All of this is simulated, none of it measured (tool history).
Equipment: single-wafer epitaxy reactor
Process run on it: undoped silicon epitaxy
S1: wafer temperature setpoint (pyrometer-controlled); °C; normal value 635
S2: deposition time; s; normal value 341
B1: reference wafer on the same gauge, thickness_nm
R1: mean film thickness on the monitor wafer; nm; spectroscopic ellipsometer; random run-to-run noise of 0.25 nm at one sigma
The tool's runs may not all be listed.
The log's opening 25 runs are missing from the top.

| run | day | S1 | S2 | B1 | R1 |
|---|---|---|---|---|---|
| 26 | 27.304 | 635 | 378 | 51.063 | 52.239 |
| 27 | 27.908 | 645 | 372 | 51.111 | 66.575 |
|  | 28.150 | gauge calibrated |
| 28 | 29.262 | 635 | 341 | 51.118 | 47.537 |
| 29 | 30.538 | 635 | 341 | 51.093 | 47.178 |
| 30 | 31.200 | 635 | 406 | 51.067 | 57.301 |
| 31 | 33.842 | 635 | 341 | 51.105 | 47.586 |
| 32 | 35.208 | 635 | 341 | 51.106 | 47.782 |
| 33 | 36.425 | 625 | 302 | 51.080 | 32.564 |
| 34 | 37.104 | 630 | 383 | 51.177 | 47.138 |
| 35 | 37.638 | 635 | 408 | 51.117 | 57.295 |
|  | 38.975 | pyrometer calibrated |
| 36 | 38.996 | 635 | 341 | 51.190 | 44.162 |
| 37 | 40.246 | 622 | 341 | 51.141 | 31.770 |
| 38 | 41.154 | 635 | 341 | 51.058 | 45.006 |
| 39 | 42.292 | 621 | 341 | 51.127 | 30.848 |
| 40 | 43.046 | 645 | 399 | 51.051 | 67.350 |
| 41 | 44.029 | 623 | 307 | 51.197 | 29.256 |
| 42 | 44.642 | 645 | 296 | 51.142 | 50.096 |
| 43 | 45.233 | 648 | 316 | 51.200 | 57.469 |
| 44 | 46.600 | 635 | 341 | 51.098 | 45.006 |
| 45 | 47.762 | 642 | 363 | 51.074 | 56.876 |
| 46 | 48.900 | 648 | 364 | 51.097 | 66.270 |
| 47 | 49.446 | 635 | 381 | 51.138 | 49.978 |

Below are 4 alternative next runs, each starting from the tool's condition after run 47. Predict each:
| A | 49.467 | 635 | 277 | ? | ? |
| B | 49.467 | 635 | 313 | ? | ? |
| C | 49.467 | 646 | 292 | ? | ? |
| D | 49.467 | 623 | 277 | ? | ? |

| run | B1 | R1 |
|---|---|---|
| A | 51.170 | 36.432 |
| B | 51.170 | 41.167 |
| C | 51.170 | 50.729 |
| D | 51.170 | 26.654 |
Without the tool's unlogged condition, the same runs would have read:
| run | R1 |
|---|---|
| A | 36.219 |
| B | 40.927 |
| C | 50.441 |
| D | 26.493 |
